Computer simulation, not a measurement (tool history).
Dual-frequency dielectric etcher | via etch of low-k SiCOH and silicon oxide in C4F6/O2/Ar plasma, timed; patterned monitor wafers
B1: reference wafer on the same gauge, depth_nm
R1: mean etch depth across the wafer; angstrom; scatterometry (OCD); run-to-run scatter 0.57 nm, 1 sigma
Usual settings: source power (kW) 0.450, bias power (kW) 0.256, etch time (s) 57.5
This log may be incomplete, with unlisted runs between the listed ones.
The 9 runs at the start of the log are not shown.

Run 10, day 6.958: usual settings; B1 203.6. Result: R1 1847 angstrom.
Run 11, day 7.488: usual settings; B1 203.6. Result: R1 1842 angstrom.
Run 12, day 9.971: usual settings but etch time (s) 71.5; B1 203.2. Result: R1 2279 angstrom.
Run 13, day 11.158: usual settings; B1 203.1. Result: R1 1832 angstrom.
Run 14, day 12.183: usual settings but source power (kW) 0.530, bias power (kW) 0.230, etch time (s) 70.0; B1 202.9. Result: R1 2308 angstrom.
Run 15, day 13.462: usual settings but source power (kW) 0.490, bias power (kW) 0.305; B1 202.5. Result: R1 1966 angstrom.
Run 16, day 14.392: usual settings; B1 202.4. Result: R1 1821 angstrom.
Run 17, day 15.762: usual settings but source power (kW) 0.480; B1 202.3. Result: R1 1870 angstrom.
At day 17.312: upper electrode replaced.
Run 18, day 17.333: usual settings but source power (kW) 0.490, bias power (kW) 0.223, etch time (s) 48.0; B1 202.2. Result: R1 1526 angstrom.
Run 19, day 17.617: usual settings but source power (kW) 0.360, bias power (kW) 0.202, etch time (s) 41.0; B1 202.0. Result: R1 1138 angstrom.
At day 20.492: wet clean of the chamber.
Run 20, day 20.646: usual settings but bias power (kW) 0.234, etch time (s) 73.0; B1 201.7. Result: R1 2274 angstrom.
Run 21, day 21.546: usual settings; B1 201.5. Result: R1 1824 angstrom.
Run 22, day 22.325: usual settings; B1 201.5. Result: R1 1829 angstrom.
Run 23, day 23.300: usual settings; B1 201.2. Result: R1 1822 angstrom.
Run 24, day 24.692: usual settings but source power (kW) 0.350; B1 201.0. Result: R1 1658 angstrom.
Run 25, day 25.238: usual settings but source power (kW) 0.380, etch time (s) 47.5; B1 201.0. Result: R1 1417 angstrom.
Run 26, day 26.612: usual settings; B1 200.8. Result: R1 1814 angstrom.
Run 27, day 27.471: usual settings; B1 200.6. Result: R1 1798 angstrom.

What will run 28 give?
Run 28, day 28.529: usual settings; B1 ?. Result: R1 ?.

Run 28 gave B1 200.6, R1 1812 angstrom.
Had the tool carried no hidden state, the very same run would have given R1 1843 angstrom.
